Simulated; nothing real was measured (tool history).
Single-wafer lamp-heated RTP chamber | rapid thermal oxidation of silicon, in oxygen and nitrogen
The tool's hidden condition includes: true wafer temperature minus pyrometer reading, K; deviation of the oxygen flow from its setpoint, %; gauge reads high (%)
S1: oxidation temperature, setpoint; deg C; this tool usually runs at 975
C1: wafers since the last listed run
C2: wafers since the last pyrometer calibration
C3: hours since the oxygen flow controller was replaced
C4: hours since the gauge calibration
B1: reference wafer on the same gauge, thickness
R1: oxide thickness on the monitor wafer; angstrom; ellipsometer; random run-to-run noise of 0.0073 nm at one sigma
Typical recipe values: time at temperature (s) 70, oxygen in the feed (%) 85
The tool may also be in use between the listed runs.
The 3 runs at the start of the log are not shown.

Run 4, day 11.829: usual settings but time at temperature (s) 92; C1 988; C2 6959; C3 4695.8; C4 1247.4; B1 5.578. Result: R1 55.28 angstrom.
At day 14.05: pyrometer window cleaned and pyrometer calibrated.
Run 5, day 15.212: usual settings; C1 764; C2 290; C3 4777; C4 1328.6; B1 5.578. Result: R1 48.56 angstrom.
Run 6, day 18.358: usual settings; C1 788; C2 1079; C3 4852.5; C4 1404.1; B1 5.579. Result: R1 48.55 angstrom.
Run 7, day 22.7: usual settings but oxygen in the feed (%) 73; C1 1087; C2 2166; C3 4956.7; C4 1508.3; B1 5.578. Result: R1 46.06 angstrom.
Run 8, day 25.004: usual settings but oxygen in the feed (%) 73; C1 577; C2 2744; C3 5012; C4 1563.6; B1 5.582. Result: R1 46.23 angstrom.
Run 9, day 27.988: usual settings but oxygen in the feed (%) 73; C1 747; C2 3491; C3 5083.6; C4 1635.2; B1 5.579. Result: R1 46.13 angstrom.
Run 10, day 32.45: usual settings; C1 1117; C2 4609; C3 5190.7; C4 1742.3; B1 5.581. Result: R1 48.97 angstrom.
Run 11, day 34.8: usual settings; C1 588; C2 5198; C3 5247.1; C4 1798.7; B1 5.581. Result: R1 48.88 angstrom.
Run 12, day 37.579: usual settings; C1 696; C2 5894; C3 5313.8; C4 1865.4; B1 5.582. Result: R1 49.16 angstrom.
Run 13, day 41.854: usual settings but time at temperature (s) 57; C1 1071; C2 6965; C3 5416.4; C4 1968; B1 5.58. Result: R1 45.1 angstrom.
Run 14, day 44.946: usual settings; C1 774; C2 7740; C3 5490.6; C4 2042.2; B1 5.579. Result: R1 49.27 angstrom.
At day 46.933: pyrometer window cleaned and pyrometer calibrated.
At day 47.492: oxygen flow controller replaced.
At day 48.85: gauge calibrated.
Run 15, day 49.096: usual settings; C1 872; C2 458; C3 38.5; C4 5.9; B1 5.58. Result: R1 48.4 angstrom.
Run 16, day 52.529: usual settings; C1 860; C2 1318; C3 120.9; C4 88.3; B1 5.581. Result: R1 48.48 angstrom.
Run 17, day 54.95: usual settings but time at temperature (s) 53, oxygen in the feed (%) 68; C1 606; C2 1924; C3 179; C4 146.4; B1 5.581. Result: R1 40.18 angstrom.
Run 18, day 56.942: usual settings but S1 993 deg C, oxygen in the feed (%) 68; C1 498; C2 2423; C3 226.8; C4 194.2; B1 5.579. Result: R1 51.26 angstrom.
Run 19, day 58.862: usual settings but S1 966 deg C, time at temperature (s) 47, oxygen in the feed (%) 74; C1 481; C2 2904; C3 272.9; C4 240.3; B1 5.581. Result: R1 37 angstrom.
Run 20, day 60.508: usual settings but S1 985 deg C, time at temperature (s) 41, oxygen in the feed (%) 68; C1 412; C2 3317; C3 312.4; C4 279.8; B1 5.581. Result: R1 38.75 angstrom.
Run 21, day 64.042: usual settings; C1 885; C2 4202; C3 397.2; C4 364.6; B1 5.578. Result: R1 48.78 angstrom.
Run 22, day 66.388: usual settings but S1 1001 deg C, oxygen in the feed (%) 76; C1 587; C2 4790; C3 453.5; C4 420.9; B1 5.58. Result: R1 56.8 angstrom.
Run 23, day 68.267: usual settings but S1 992 deg C, time at temperature (s) 44, oxygen in the feed (%) 68; C1 470; C2 5260; C3 498.6; C4 466; B1 5.583. Result: R1 42.18 angstrom.
Run 24, day 71.408: usual settings but S1 989 deg C, time at temperature (s) 96, oxygen in the feed (%) 98; C1 787; C2 6048; C3 574; C4 541.4; B1 5.58. Result: R1 65.7 angstrom.
Run 25, day 75.733: usual settings but time at temperature (s) 97, oxygen in the feed (%) 94; C1 1083; C2 7131; C3 677.8; C4 645.2; B1 5.58. Result: R1 58.73 angstrom.
At day 77.779: pyrometer window cleaned and pyrometer calibrated.
Run 26, day 77.8: usual settings; C1 434; C2 5; C3 727.4; C4 694.8; B1 5.582. Result: R1 48.41 angstrom.
Run 27, day 80.288: usual settings; C1 623; C2 628; C3 787.1; C4 754.5; B1 5.579. Result: R1 48.54 angstrom.
Run 28, day 82.092: usual settings; C1 452; C2 1080; C3 830.4; C4 797.8; B1 5.58. Result: R1 48.59 angstrom.

The next listed run, before its measurement:
Run 29, day 84.1: usual settings but S1 967 deg C, time at temperature (s) 43, oxygen in the feed (%) 62; C1 503; C2 1583; C3 878.6; C4 846; B1 ?. Result: R1 ?.

B1: 5.579
R1: 34.25 angstrom
If the tool had no hidden condition, the same run with the same run-to-run variation would have returned R1 34.15 angstrom.

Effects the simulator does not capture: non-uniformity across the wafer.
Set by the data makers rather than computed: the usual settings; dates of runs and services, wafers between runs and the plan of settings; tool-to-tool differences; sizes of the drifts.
